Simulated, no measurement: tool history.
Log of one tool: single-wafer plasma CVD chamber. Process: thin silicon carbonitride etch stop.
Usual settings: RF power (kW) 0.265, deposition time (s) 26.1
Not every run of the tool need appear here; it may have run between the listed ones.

run    hour  RF power (kW)  deposition time (s)  read-back reference wafer on the same gauge, thickness_nm  mean film thickness on the monitor wafer (Å)
  1     0.0          0.265                 26.1                                                     16.487                                        158.56
  2    90.8          0.265                 26.1                                                     16.544                                        158.20
  3   164.4          0.265                 29.6                                                     16.519                                        179.38
  4   268.4          0.300                 26.1                                                     16.531                                        163.93
  5   348.5          0.300                 26.1                                                     16.479                                        163.30
  6   413.5          0.300                 26.1                                                     16.548                                        163.83
  7   460.8          0.295                 26.1                                                     16.468                                        161.25
  8   517.4          0.295                 26.1                                                     16.467                                        162.62
  9   604.4          0.265                 28.9                                                     16.447                                        175.65
 10   706.2          0.265                 28.9                                                     16.473                                        176.75
 11   768.8          0.265                 28.9                                                     16.560                                        175.71
      811.0  -- RF generator calibrated
 12   820.6          0.285                 28.8                                                     16.497                                        178.78
 13   907.6          0.265                 31.3                                                     16.522                                        190.72
      936.1  -- gauge calibrated
      963.8  -- thermocouple changed; heater temperature recalibrated
 14  1011.2          0.265                 29.6                                                     16.552                                        180.57
 15  1099.8          0.235                 28.3                                                     16.544                                        165.68
 16  1143.3          0.210                 22.8                                                     16.479                                        130.28
 17  1247.8          0.300                 31.3                                                     16.469                                        197.25
     1272.8  -- showerhead replaced
 18  1308.5          0.280                 24.7                                                     16.479                                        152.78
 19  1409.9          0.250                 26.1                                                     16.476                                        156.24
 20  1470.6          0.315                 30.9                                                     16.503                                        197.12
 21  1512.9          0.265                 26.1                                                     16.456                                        157.52
 22  1553.3          0.310                 26.1                                                     16.495                                        165.33
 23  1594.4          0.265                 24.0                                                     16.521                                        145.48
 24  1674.3          0.265                 24.1                                                     16.512                                        146.82
 25  1744.9          0.265                 26.1                                                     16.488                                        158.99

Forecast each of these 5 alternatives for the next run:
  A  1745.3          0.230                 26.1                                                          ?                                             ?
  B  1745.3          0.285                 30.4                                                          ?                                             ?
  C  1745.3          0.265                 29.7                                                          ?                                             ?
  D  1745.3          0.290                 29.7                                                          ?                                             ?
  E  1745.3          0.290                 21.3                                                          ?                                             ?

run  read-back reference wafer on the same gauge, thickness_nm  mean film thickness on the monitor wafer (Å)
  A                                                     16.486                                        154.73
  B                                                     16.486                                        189.67
  C                                                     16.486                                        182.07
  D                                                     16.486                                        186.09
  E                                                     16.486                                        133.46
Take away the tool's hidden state, keep each run's random variation, and the runs would have read:
run  mean film thickness on the monitor wafer (Å)
  A                                        154.73
  B                                        189.67
  C                                        182.07
  D                                        186.09
  E                                        133.46

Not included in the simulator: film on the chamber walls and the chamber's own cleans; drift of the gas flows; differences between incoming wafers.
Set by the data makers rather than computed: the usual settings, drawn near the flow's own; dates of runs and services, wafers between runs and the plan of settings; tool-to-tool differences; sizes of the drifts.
